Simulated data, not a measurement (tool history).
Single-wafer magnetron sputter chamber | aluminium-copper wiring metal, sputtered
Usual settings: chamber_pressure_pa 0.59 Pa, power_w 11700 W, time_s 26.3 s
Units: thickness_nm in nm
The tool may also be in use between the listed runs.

run   hour  chamber_pressure_pa  power_w  time_s  read-back reference wafer on the same gauge, thickness_nm  thickness_nm
  1      0                 0.59    11700    26.3                                                    492.945       426.337
  2   22.3                 0.59    11700    26.3                                                    492.834       424.463
  3   42.8                 0.59    11700    26.3                                                    493.031       424.552
  4   64.7                 0.59    11700    26.3                                                    492.913       424.348
  5   81.9                 0.59    11700    26.3                                                    492.993       423.331
  6    103                 0.59    11700    26.3                                                     492.95        422.45
  7  119.6                 0.59    11700    26.3                                                    493.009       425.315
       149  -- sputter target and shields replaced
  8  149.5                 0.59    12350    24.6                                                     493.05       406.726
  9  168.2                 0.59     9500    26.3                                                    492.976       376.829
 10  195.2                 0.59     9500    26.3                                                    492.879       374.265
 11  211.4                 0.59     9500    26.3                                                    492.652       376.882
 12  230.4                 0.59    11700    26.3                                                    493.192       422.112
 13  252.1                 0.59    11700    26.3                                                    493.464       422.067
     279.9  -- capacitance manometer re-zeroed and calibrated
 14  280.4                 0.59    11700    26.3                                                    492.962       444.454
 15  303.1                 0.59    11700    26.3                                                    493.014       445.172
 16  337.6                 0.59    11700    26.3                                                    493.126       445.224
 17  366.9                0.378    11700    26.3                                                    492.901       501.268
 18  379.2                 0.59    10600    21.6                                                    493.464       346.067
     394.2  -- sputter target and shields replaced
     396.1  -- magnet pack replaced
 19  413.1                0.755    11700    26.3                                                    492.852       403.859
     429.1  -- gauge calibrated
 20    441                0.672    11700    26.3                                                    492.882       424.423
 21  468.1                0.355    11700    28.9                                                    492.973       563.606
 22  480.8                0.767    11700    26.3                                                    493.098       405.108
 23  505.9                 0.59     9500    26.3                                                    493.251       395.165
 24  522.6                 0.59    11700    26.3                                                    493.035       442.963
 25  542.1                 0.43    11700    22.6                                                    492.581       420.382
 26  561.7                0.683    11700    26.3                                                    493.159       423.884

Forecast each of these 5 alternatives for the next run:
  A  562.1                 0.59    11700    26.3                                                          ?             ?
  B  562.1                0.384    13800    26.3                                                          ?             ?
  C  562.1                 0.59    11700    22.8                                                          ?             ?
  D  562.1                0.479    11700    26.3                                                          ?             ?
  E  562.1                0.698     8900    29.9                                                          ?             ?

run  read-back reference wafer on the same gauge, thickness_nm  thickness_nm
  A                                                    492.951       444.158
  B                                                    492.951       553.564
  C                                                    492.951        385.05
  D                                                    492.951       473.662
  E                                                    492.951       408.797
Without the tool's hidden state the same runs would have given:
run  thickness_nm
  A       441.084
  B        551.17
  C       382.384
  D        471.03
  E       405.455

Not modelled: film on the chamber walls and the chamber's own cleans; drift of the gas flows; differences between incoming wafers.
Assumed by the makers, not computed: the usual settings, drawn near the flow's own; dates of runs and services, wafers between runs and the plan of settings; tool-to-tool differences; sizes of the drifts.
